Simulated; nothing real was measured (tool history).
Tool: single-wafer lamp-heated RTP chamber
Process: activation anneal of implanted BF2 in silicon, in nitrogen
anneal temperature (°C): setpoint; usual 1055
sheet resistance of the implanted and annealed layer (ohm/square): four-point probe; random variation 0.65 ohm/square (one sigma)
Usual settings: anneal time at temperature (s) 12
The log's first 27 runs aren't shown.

run	hour	anneal temperature (°C)	anneal time at temperature (s)	read-back reference wafer on the same gauge, sheet resistance	sheet resistance of the implanted and annealed layer (ohm/square)
# hour 2117.0: reflector plate cleaned
28	2158.6	1031	12	235.01	223.79
29	2316.0	1055	19	234.76	182.06
30	2378.0	1041	6	234.82	236.75
31	2417.2	1047	17	234.93	192.78
32	2468.5	1069	18	234.93	172.22
33	2520.0	1037	15	235.08	208.00
# hour 2563.1: pyrometer window cleaned and pyrometer calibrated
34	2563.6	1068	19	234.92	171.13
35	2612.8	1064	18	235.06	176.01
36	2660.2	1035	6	234.80	243.76
37	2751.0	1028	16	234.97	216.00

Forecast each of these 3 alternatives for the next run:
A	2751.4	1055	8	?	?
B	2751.4	1029	5	?	?
C	2751.4	1044	8	?	?

run	read-back reference wafer on the same gauge, sheet resistance	sheet resistance of the implanted and annealed layer (ohm/square)
A	235.03	208.74
B	235.03	259.65
C	235.03	221.42
Without the tool's hidden state the same runs would have given:
run	sheet resistance of the implanted and annealed layer (ohm/square)
A	208.74
B	259.65
C	221.42

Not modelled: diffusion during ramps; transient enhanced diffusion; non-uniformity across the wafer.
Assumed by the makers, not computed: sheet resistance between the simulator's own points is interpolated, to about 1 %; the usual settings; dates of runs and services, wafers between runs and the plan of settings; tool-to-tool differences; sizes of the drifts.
